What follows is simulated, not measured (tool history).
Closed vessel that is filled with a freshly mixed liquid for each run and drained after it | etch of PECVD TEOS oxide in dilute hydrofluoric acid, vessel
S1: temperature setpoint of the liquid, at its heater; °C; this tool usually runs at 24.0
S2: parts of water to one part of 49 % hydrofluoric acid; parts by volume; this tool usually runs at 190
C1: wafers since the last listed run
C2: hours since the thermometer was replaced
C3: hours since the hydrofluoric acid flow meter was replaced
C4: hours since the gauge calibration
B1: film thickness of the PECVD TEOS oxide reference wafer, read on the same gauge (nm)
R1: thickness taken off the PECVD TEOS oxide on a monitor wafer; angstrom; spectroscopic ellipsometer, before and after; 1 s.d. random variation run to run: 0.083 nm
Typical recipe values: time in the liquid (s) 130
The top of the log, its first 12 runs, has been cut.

{"run": 13, "hour": 474.7, "S1": 28.5, "S2": 255, "time in the liquid (s)": 130, "C1": 2587, "C2": 2002.2, "C3": 715.3, "C4": 1803.4, "B1": 100.0, "R1": 127.9}
{"run": 14, "hour": 528.9, "S1": 28.5, "S2": 255, "time in the liquid (s)": 130, "C1": 3661, "C2": 2056.4, "C3": 769.5, "C4": 1857.6, "B1": 99.99, "R1": 129.6}
{"run": 15, "hour": 600.6, "S1": 19.5, "S2": 240, "time in the liquid (s)": 110, "C1": 4844, "C2": 2128.1, "C3": 841.2, "C4": 1929.3, "B1": 100.05, "R1": 84.3}
{"run": 16, "hour": 663.3, "S1": 24.0, "S2": 115, "time in the liquid (s)": 175, "C1": 4236, "C2": 2190.8, "C3": 903.9, "C4": 1992.0, "B1": 99.99, "R1": 375.5}
{"hour": 686.2, "done": "gauge calibrated"}
{"run": 17, "hour": 706.4, "S1": 24.0, "S2": 190, "time in the liquid (s)": 130, "C1": 2911, "C2": 2233.9, "C3": 947.0, "C4": 20.2, "B1": 100.03, "R1": 157.8}
{"run": 18, "hour": 758.6, "S1": 21.5, "S2": 240, "time in the liquid (s)": 160, "C1": 3526, "C2": 2286.1, "C3": 999.2, "C4": 72.4, "B1": 100.0, "R1": 132.1}
{"run": 19, "hour": 821.0, "S1": 26.0, "S2": 215, "time in the liquid (s)": 195, "C1": 4215, "C2": 2348.5, "C3": 1061.6, "C4": 134.8, "B1": 99.97, "R1": 218.6}
{"run": 20, "hour": 877.7, "S1": 20.5, "S2": 190, "time in the liquid (s)": 130, "C1": 3830, "C2": 2405.2, "C3": 1118.3, "C4": 191.5, "B1": 100.01, "R1": 137.1}
{"run": 21, "hour": 918.2, "S1": 24.0, "S2": 190, "time in the liquid (s)": 130, "C1": 2736, "C2": 2445.7, "C3": 1158.8, "C4": 232.0, "B1": 100.0, "R1": 156.1}
{"hour": 965.6, "done": "thermometer replaced"}
{"run": 22, "hour": 979.1, "S1": 24.0, "S2": 190, "time in the liquid (s)": 130, "C1": 4047, "C2": 13.5, "C3": 1219.7, "C4": 292.9, "B1": 100.02, "R1": 168.4}
{"hour": 1026.3, "done": "hydrofluoric acid flow meter replaced"}
{"run": 23, "hour": 1031.1, "S1": 24.0, "S2": 245, "time in the liquid (s)": 190, "C1": 3445, "C2": 65.5, "C3": 4.8, "C4": 344.9, "B1": 100.04, "R1": 172.3}
{"run": 24, "hour": 1091.9, "S1": 28.5, "S2": 250, "time in the liquid (s)": 190, "C1": 4107, "C2": 126.3, "C3": 65.6, "C4": 405.7, "B1": 99.99, "R1": 198.0}
{"run": 25, "hour": 1117.9, "S1": 22.0, "S2": 270, "time in the liquid (s)": 130, "C1": 1756, "C2": 152.3, "C3": 91.6, "C4": 431.7, "B1": 99.98, "R1": 97.0}
{"run": 26, "hour": 1146.3, "S1": 22.0, "S2": 270, "time in the liquid (s)": 130, "C1": 1918, "C2": 180.7, "C3": 120.0, "C4": 460.1, "B1": 100.02, "R1": 96.5}
{"run": 27, "hour": 1217.3, "S1": 28.0, "S2": 190, "time in the liquid (s)": 130, "C1": 4797, "C2": 251.7, "C3": 191.0, "C4": 531.1, "B1": 99.98, "R1": 185.7}
{"run": 28, "hour": 1362.4, "S1": 24.0, "S2": 115, "time in the liquid (s)": 85, "C1": 9803, "C2": 396.8, "C3": 336.1, "C4": 676.2, "B1": 99.98, "R1": 189.2}
{"run": 29, "hour": 1420.4, "S1": 27.0, "S2": 115, "time in the liquid (s)": 130, "C1": 3918, "C2": 454.8, "C3": 394.1, "C4": 734.2, "B1": 100.04, "R1": 325.5}
{"run": 30, "hour": 1450.3, "S1": 24.0, "S2": 130, "time in the liquid (s)": 100, "C1": 2020, "C2": 484.7, "C3": 424.0, "C4": 764.1, "B1": 100.0, "R1": 194.5}
{"run": 31, "hour": 1518.6, "S1": 21.5, "S2": 220, "time in the liquid (s)": 165, "C1": 4614, "C2": 553.0, "C3": 492.3, "C4": 832.4, "B1": 100.01, "R1": 156.6}
{"run": 32, "hour": 1563.2, "S1": 26.5, "S2": 165, "time in the liquid (s)": 75, "C1": 3013, "C2": 597.6, "C3": 536.9, "C4": 877.0, "B1": 100.0, "R1": 121.6}

5 ways to go on from here, each from the tool as it stands after run 32. What would each give?
{"run": "A", "hour": 1563.9, "S1": 29.0, "S2": 190, "time in the liquid (s)": 130, "C1": 47, "C2": 598.3, "C3": 537.6, "C4": 877.7, "B1": "?", "R1": "?"}
{"run": "B", "hour": 1563.9, "S1": 24.0, "S2": 145, "time in the liquid (s)": 160, "C1": 47, "C2": 598.3, "C3": 537.6, "C4": 877.7, "B1": "?", "R1": "?"}
{"run": "C", "hour": 1563.9, "S1": 28.0, "S2": 270, "time in the liquid (s)": 170, "C1": 47, "C2": 598.3, "C3": 537.6, "C4": 877.7, "B1": "?", "R1": "?"}
{"run": "D", "hour": 1563.9, "S1": 22.5, "S2": 190, "time in the liquid (s)": 130, "C1": 47, "C2": 598.3, "C3": 537.6, "C4": 877.7, "B1": "?", "R1": "?"}
{"run": "E", "hour": 1563.9, "S1": 26.5, "S2": 190, "time in the liquid (s)": 130, "C1": 47, "C2": 598.3, "C3": 537.6, "C4": 877.7, "B1": "?", "R1": "?"}

run=A B1=100.00 R1=193.6
run=B B1=100.00 R1=272.5
run=C B1=100.00 R1=157.5
run=D B1=100.00 R1=152.1
run=E B1=100.00 R1=176.8
Without the tool's unlogged condition, the same runs would have read:
run=A R1=197.4
run=B R1=279.4
run=C R1=160.1
run=D R1=155.7
run=E R1=180.6

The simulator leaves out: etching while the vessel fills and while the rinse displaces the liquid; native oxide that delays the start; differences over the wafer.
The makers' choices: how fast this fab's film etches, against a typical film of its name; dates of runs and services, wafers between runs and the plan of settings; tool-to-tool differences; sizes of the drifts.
